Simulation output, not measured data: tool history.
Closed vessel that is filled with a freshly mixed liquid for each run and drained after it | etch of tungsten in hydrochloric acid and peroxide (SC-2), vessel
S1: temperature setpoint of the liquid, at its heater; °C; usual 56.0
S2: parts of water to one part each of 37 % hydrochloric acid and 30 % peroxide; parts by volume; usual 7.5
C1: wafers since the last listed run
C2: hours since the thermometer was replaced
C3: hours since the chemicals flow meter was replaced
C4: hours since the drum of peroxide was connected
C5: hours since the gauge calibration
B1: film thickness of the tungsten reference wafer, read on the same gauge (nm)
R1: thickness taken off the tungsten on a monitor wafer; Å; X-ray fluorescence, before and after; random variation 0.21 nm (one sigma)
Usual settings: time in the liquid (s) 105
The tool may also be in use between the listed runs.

run 1 hour=0.0 | S1=56.0 S2=7.5 time_in_the_liquid_(s)=105 | C1=0 C2=787.1 C3=694.5 C4=986.8 C5=474.4 | B1=90.01 | R1=259.6
run 2 hour=49.8 | S1=56.0 S2=7.5 time_in_the_liquid_(s)=105 | C1=3213 C2=836.9 C3=744.3 C4=1036.6 C5=524.2 | B1=90.01 | R1=263.0
run 3 hour=81.7 | S1=56.0 S2=7.5 time_in_the_liquid_(s)=105 | C1=2058 C2=868.8 C3=776.2 C4=1068.5 C5=556.1 | B1=90.01 | R1=258.4
run 4 hour=152.5 | S1=58.0 S2=7.5 time_in_the_liquid_(s)=75 | C1=4568 C2=939.6 C3=847.0 C4=1139.3 C5=626.9 | B1=90.00 | R1=212.2
run 5 hour=211.0 | S1=58.0 S2=7.5 time_in_the_liquid_(s)=75 | C1=3775 C2=998.1 C3=905.5 C4=1197.8 C5=685.4 | B1=90.02 | R1=211.8
run 6 hour=244.6 | S1=58.0 S2=7.5 time_in_the_liquid_(s)=75 | C1=2168 C2=1031.7 C3=939.1 C4=1231.4 C5=719.0 | B1=90.04 | R1=211.5
run 7 hour=289.4 | S1=51.5 S2=7.5 time_in_the_liquid_(s)=105 | C1=2891 C2=1076.5 C3=983.9 C4=1276.2 C5=763.8 | B1=90.02 | R1=193.4
run 8 hour=316.6 | S1=56.0 S2=7.5 time_in_the_liquid_(s)=85 | C1=1755 C2=1103.7 C3=1011.1 C4=1303.4 C5=791.0 | B1=89.99 | R1=212.8
-- hour=378.9 new drum of peroxide connected
run 9 hour=383.8 | S1=56.0 S2=7.5 time_in_the_liquid_(s)=85 | C1=4272 C2=1170.9 C3=1078.3 C4=4.9 C5=858.2 | B1=90.00 | R1=214.3
run 10 hour=421.8 | S1=61.5 S2=7.5 time_in_the_liquid_(s)=135 | C1=2452 C2=1208.9 C3=1116.3 C4=42.9 C5=896.2 | B1=89.97 | R1=481.8
run 11 hour=481.4 | S1=61.5 S2=7.5 time_in_the_liquid_(s)=135 | C1=3846 C2=1268.5 C3=1175.9 C4=102.5 C5=955.8 | B1=90.00 | R1=478.6
run 12 hour=540.1 | S1=61.5 S2=7.5 time_in_the_liquid_(s)=135 | C1=3788 C2=1327.2 C3=1234.6 C4=161.2 C5=1014.5 | B1=89.99 | R1=476.4
-- hour=566.9 gauge calibrated
run 13 hour=606.0 | S1=62.5 S2=5.5 time_in_the_liquid_(s)=80 | C1=4252 C2=1393.1 C3=1300.5 C4=227.1 C5=39.1 | B1=89.99 | R1=376.9
run 14 hour=675.6 | S1=56.0 S2=7.5 time_in_the_liquid_(s)=105 | C1=4491 C2=1462.7 C3=1370.1 C4=296.7 C5=108.7 | B1=89.98 | R1=260.9
run 15 hour=736.0 | S1=56.0 S2=7.5 time_in_the_liquid_(s)=105 | C1=3897 C2=1523.1 C3=1430.5 C4=357.1 C5=169.1 | B1=90.00 | R1=261.0
run 16 hour=775.5 | S1=64.5 S2=7.5 time_in_the_liquid_(s)=105 | C1=2549 C2=1562.6 C3=1470.0 C4=396.6 C5=208.6 | B1=89.99 | R1=447.6
-- hour=794.0 chemicals flow meter replaced
run 17 hour=814.6 | S1=56.0 S2=7.5 time_in_the_liquid_(s)=105 | C1=2458 C2=1601.7 C3=20.6 C4=435.7 C5=247.7 | B1=90.04 | R1=238.2
run 18 hour=877.8 | S1=56.0 S2=7.5 time_in_the_liquid_(s)=105 | C1=4078 C2=1664.9 C3=83.8 C4=498.9 C5=310.9 | B1=90.02 | R1=241.1
-- hour=898.0 thermometer replaced
run 19 hour=901.9 | S1=61.0 S2=11.5 time_in_the_liquid_(s)=80 | C1=1490 C2=3.9 C3=107.9 C4=523.0 C5=335.0 | B1=89.99 | R1=189.2
run 20 hour=957.3 | S1=65.0 S2=10.0 time_in_the_liquid_(s)=70 | C1=3575 C2=59.3 C3=163.3 C4=578.4 C5=390.4 | B1=90.04 | R1=242.8
run 21 hour=998.8 | S1=51.0 S2=6.0 time_in_the_liquid_(s)=70 | C1=2678 C2=100.8 C3=204.8 C4=619.9 C5=431.9 | B1=90.00 | R1=146.8
run 22 hour=1030.8 | S1=59.5 S2=7.5 time_in_the_liquid_(s)=75 | C1=2065 C2=132.8 C3=236.8 C4=651.9 C5=463.9 | B1=90.03 | R1=232.1
run 23 hour=1091.3 | S1=65.0 S2=6.5 time_in_the_liquid_(s)=65 | C1=3904 C2=193.3 C3=297.3 C4=712.4 C5=524.4 | B1=90.03 | R1=313.4
run 24 hour=1153.0 | S1=58.5 S2=9.0 time_in_the_liquid_(s)=140 | C1=3981 C2=255.0 C3=359.0 C4=774.1 C5=586.1 | B1=89.98 | R1=353.9
run 25 hour=1202.5 | S1=60.0 S2=5.5 time_in_the_liquid_(s)=130 | C1=3194 C2=304.5 C3=408.5 C4=823.6 C5=635.6 | B1=90.02 | R1=526.4
run 26 hour=1238.6 | S1=62.5 S2=7.5 time_in_the_liquid_(s)=105 | C1=2329 C2=340.6 C3=444.6 C4=859.7 C5=671.7 | B1=89.97 | R1=389.4
run 27 hour=1309.7 | S1=56.0 S2=7.5 time_in_the_liquid_(s)=105 | C1=4588 C2=411.7 C3=515.7 C4=930.8 C5=742.8 | B1=89.97 | R1=261.9
run 28 hour=1371.6 | S1=56.0 S2=7.5 time_in_the_liquid_(s)=105 | C1=3994 C2=473.6 C3=577.6 C4=992.7 C5=804.7 | B1=90.00 | R1=257.4
run 29 hour=1540.0 | S1=64.0 S2=10.5 time_in_the_liquid_(s)=120 | C1=10867 C2=642.0 C3=746.0 C4=1161.1 C5=973.1 | B1=90.03 | R1=377.9

5 ways to go on from here, each from the tool as it stands after run 29. What would each give?
run A hour=1540.7 | S1=56.0 S2=4.5 time_in_the_liquid_(s)=105 | C1=45 C2=642.7 C3=746.7 C4=1161.8 C5=973.8 | B1=? | R1=?
run B hour=1540.7 | S1=50.5 S2=5.0 time_in_the_liquid_(s)=70 | C1=45 C2=642.7 C3=746.7 C4=1161.8 C5=973.8 | B1=? | R1=?
run C hour=1540.7 | S1=56.0 S2=5.5 time_in_the_liquid_(s)=70 | C1=45 C2=642.7 C3=746.7 C4=1161.8 C5=973.8 | B1=? | R1=?
run D hour=1540.7 | S1=52.0 S2=6.0 time_in_the_liquid_(s)=135 | C1=45 C2=642.7 C3=746.7 C4=1161.8 C5=973.8 | B1=? | R1=?
run E hour=1540.7 | S1=56.0 S2=8.5 time_in_the_liquid_(s)=150 | C1=45 C2=642.7 C3=746.7 C4=1161.8 C5=973.8 | B1=? | R1=?

run=A B1=90.03 R1=377.3
run=B B1=90.03 R1=163.0
run=C B1=90.03 R1=218.5
run=D B1=90.03 R1=304.6
run=E B1=90.03 R1=336.0
Without the tool's hidden state the same runs would have given:
run=A R1=377.7
run=B R1=163.2
run=C R1=218.2
run=D R1=304.1
run=E R1=334.0

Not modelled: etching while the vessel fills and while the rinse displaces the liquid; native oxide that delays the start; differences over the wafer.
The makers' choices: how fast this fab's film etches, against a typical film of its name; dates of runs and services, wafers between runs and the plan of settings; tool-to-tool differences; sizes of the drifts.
